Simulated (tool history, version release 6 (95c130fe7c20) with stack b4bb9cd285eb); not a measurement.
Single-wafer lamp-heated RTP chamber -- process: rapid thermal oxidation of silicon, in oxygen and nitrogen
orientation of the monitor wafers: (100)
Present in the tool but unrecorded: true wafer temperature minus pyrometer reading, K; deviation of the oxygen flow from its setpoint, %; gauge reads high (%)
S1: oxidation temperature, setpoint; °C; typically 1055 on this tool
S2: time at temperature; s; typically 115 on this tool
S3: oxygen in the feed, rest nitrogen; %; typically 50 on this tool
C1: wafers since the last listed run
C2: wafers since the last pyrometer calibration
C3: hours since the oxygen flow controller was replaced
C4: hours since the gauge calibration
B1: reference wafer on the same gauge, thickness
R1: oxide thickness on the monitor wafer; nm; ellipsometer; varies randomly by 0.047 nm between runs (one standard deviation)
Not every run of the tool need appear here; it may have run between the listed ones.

run 1 day=0 | S1=1032 S2=147 S3=50 | C1=0 C2=646 C3=3925 C4=165.7 | B1=9.137 | R1=8.554
run 2 day=1.012 | S1=1032 S2=147 S3=50 | C1=320 C2=966 C3=3949.3 C4=190 | B1=9.142 | R1=8.671
run 3 day=1.712 | S1=1032 S2=147 S3=50 | C1=221 C2=1188 C3=3966.1 C4=206.8 | B1=9.148 | R1=8.628
run 4 day=2.238 | S1=1055 S2=115 S3=44 | C1=165 C2=1354 C3=3978.7 C4=219.4 | B1=9.139 | R1=8.708
run 5 day=2.967 | S1=1055 S2=115 S3=44 | C1=230 C2=1584 C3=3996.2 C4=236.9 | B1=9.142 | R1=8.707
run 6 day=4.238 | S1=1055 S2=115 S3=62 | C1=401 C2=1986 C3=4026.7 C4=267.4 | B1=9.141 | R1=9.89
run 7 day=5.262 | S1=1055 S2=115 S3=50 | C1=324 C2=2310 C3=4051.3 C4=292 | B1=9.146 | R1=9.253
run 8 day=6.254 | S1=1055 S2=115 S3=50 | C1=313 C2=2623 C3=4075.1 C4=315.8 | B1=9.139 | R1=9.161
run 9 day=7.233 | S1=1055 S2=115 S3=50 | C1=309 C2=2933 C3=4098.6 C4=339.3 | B1=9.145 | R1=9.172
run 10 day=8.625 | S1=1055 S2=96 S3=50 | C1=439 C2=3373 C3=4132 C4=372.7 | B1=9.14 | R1=8.499
-- day=9.821 pyrometer window cleaned and pyrometer calibrated
run 11 day=10.104 | S1=1055 S2=96 S3=50 | C1=362 C2=89 C3=4167.5 C4=408.2 | B1=9.142 | R1=8.951
-- day=10.517 oxygen flow controller replaced
run 12 day=10.967 | S1=1055 S2=115 S3=50 | C1=167 C2=257 C3=10.8 C4=428.9 | B1=9.146 | R1=9.684
-- day=11.338 gauge calibrated
run 13 day=11.512 | S1=1055 S2=132 S3=71 | C1=172 C2=429 C3=23.9 C4=4.2 | B1=9.146 | R1=11.616
run 14 day=12.412 | S1=1055 S2=69 S3=50 | C1=284 C2=714 C3=45.5 C4=25.8 | B1=9.135 | R1=7.806
-- day=12.954 pyrometer window cleaned and pyrometer calibrated, repeated, since the last time left the tool worse
run 15 day=13.012 | S1=1055 S2=115 S3=50 | C1=84 C2=18 C3=59.9 C4=40.2 | B1=9.147 | R1=8.906
run 16 day=13.842 | S1=1055 S2=115 S3=50 | C1=262 C2=280 C3=79.8 C4=60.1 | B1=9.134 | R1=8.963
run 17 day=14.562 | S1=1055 S2=146 S3=69 | C1=227 C2=508 C3=97.1 C4=77.4 | B1=9.139 | R1=11.285
run 18 day=15.512 | S1=1085 S2=67 S3=50 | C1=300 C2=808 C3=119.9 C4=100.2 | B1=9.141 | R1=8.564
run 19 day=16.862 | S1=1035 S2=87 S3=22 | C1=426 C2=1235 C3=152.3 C4=132.6 | B1=9.143 | R1=5.268
run 20 day=20.696 | S1=1055 S2=115 S3=50 | C1=1211 C2=2447 C3=244.3 C4=224.6 | B1=9.14 | R1=9.154
run 21 day=21.204 | S1=1034 S2=154 S3=61 | C1=160 C2=2607 C3=256.5 C4=236.8 | B1=9.141 | R1=9.73
run 22 day=21.75 | S1=1055 S2=161 S3=50 | C1=172 C2=2780 C3=269.6 C4=249.9 | B1=9.139 | R1=10.769
run 23 day=22.371 | S1=1055 S2=139 S3=74 | C1=196 C2=2976 C3=284.5 C4=264.8 | B1=9.149 | R1=11.683
run 24 day=23.696 | S1=1035 S2=95 S3=50 | C1=418 C2=3395 C3=316.3 C4=296.6 | B1=9.151 | R1=7.423

5 options for the next run, each taken on its own from the tool as it stands now. Forecast them:
run A day=23.712 | S1=1055 S2=115 S3=71 | C1=5 C2=3400 C3=316.7 C4=297 | B1=? | R1=?
run B day=23.712 | S1=1039 S2=115 S3=50 | C1=5 C2=3400 C3=316.7 C4=297 | B1=? | R1=?
run C day=23.712 | S1=1041 S2=115 S3=50 | C1=5 C2=3400 C3=316.7 C4=297 | B1=? | R1=?
run D day=23.712 | S1=1035 S2=78 S3=61 | C1=5 C2=3400 C3=316.7 C4=297 | B1=? | R1=?
run E day=23.712 | S1=1078 S2=100 S3=50 | C1=5 C2=3400 C3=316.7 C4=297 | B1=? | R1=?

run=A B1=9.144 R1=10.444
run=B B1=9.144 R1=8.246
run=C B1=9.144 R1=8.361
run=D B1=9.144 R1=7.227
run=E B1=9.144 R1=10.052
Without the tool's hidden state the same runs would have given:
run=A R1=10.085
run=B R1=7.958
run=C R1=8.069
run=D R1=6.973
run=E R1=9.721
